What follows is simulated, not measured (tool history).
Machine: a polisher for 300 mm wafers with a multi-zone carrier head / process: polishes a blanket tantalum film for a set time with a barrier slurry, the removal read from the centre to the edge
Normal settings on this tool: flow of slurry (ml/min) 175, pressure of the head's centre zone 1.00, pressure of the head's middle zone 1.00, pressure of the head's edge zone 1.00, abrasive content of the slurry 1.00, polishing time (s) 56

run   hour  flow of slurry (ml/min)  pressure of the head's centre zone  pressure of the head's middle zone  pressure of the head's edge zone  abrasive content of the slurry  polishing time (s)  incoming thickness of the incoming film, nm  film removed at the wafer's centre (Å)  film removed at mid-radius (Å)  film removed at the wafer's edge (Å)
  1    0.0                      175                                1.00                                1.00                              1.00                            1.00                  56                                        358.1                                     393                             387                                   412
  2   26.6                      175                                1.00                                1.00                              1.00                            1.00                  56                                        358.9                                     393                             381                                   404
      36.5  -- centre zone pressure recalibrated
  3   74.9                      175                                1.00                                1.00                              1.00                            1.00                  56                                        360.1                                     382                             377                                   396
     140.7  -- worn pad replaced by a new one
  4  141.2                      175                                0.97                                1.00                              1.00                            1.00                  56                                        358.4                                     390                             390                                   416
  5  185.8                      175                                1.00                                1.00                              1.00                            1.00                  56                                        361.2                                     390                             395                                   398
  6  225.0                      175                                1.00                                1.00                              0.97                            1.00                  56                                        360.8                                     389                             376                                   388
     275.2  -- worn pad replaced by a new one
  7  289.8                      175                                1.00                                1.00                              1.00                            1.00                  65                                        363.0                                     458                             455                                   489
     329.2  -- carrier head's membrane replaced by a new one
  8  348.3                      175                                1.00                                1.00                              1.00                            1.00                  56                                        365.3                                     383                             382                                   394
     398.9  -- edge zone pressure recalibrated
  9  412.3                      175                                1.00                                1.00                              1.00                            0.90                  41                                        358.6                                     265                             261                                   275
     421.1  -- worn pad replaced by a new one
 10  457.3                      175                                1.00                                1.05                              0.93                            1.00                  56                                        362.5                                     387                             416                                   395
     478.6  -- slurry nozzle cleaned
     509.9  -- centre zone pressure recalibrated
 11  512.6                      175                                0.94                                1.00                              1.00                            0.75                  56                                        364.3                                     350                             358                                   377
     558.3  -- worn pad replaced by a new one
 12  567.3                      175                                1.00                                1.00                              1.00                            1.00                  56                                        355.1                                     399                             394                                   421

What does the tool deliver on the next run?
 13  631.1                      175                                1.00                                1.11                              1.00                            1.00                  56                                        363.6                                       ?                               ?                                     ?

film removed at the wafer's centre (Å): 392
film removed at mid-radius (Å): 417
film removed at the wafer's edge (Å): 395
With no hidden state in the tool, this same run would have given film removed at the wafer's centre (Å) 409, film removed at mid-radius (Å) 436, film removed at the wafer's edge (Å) 413.

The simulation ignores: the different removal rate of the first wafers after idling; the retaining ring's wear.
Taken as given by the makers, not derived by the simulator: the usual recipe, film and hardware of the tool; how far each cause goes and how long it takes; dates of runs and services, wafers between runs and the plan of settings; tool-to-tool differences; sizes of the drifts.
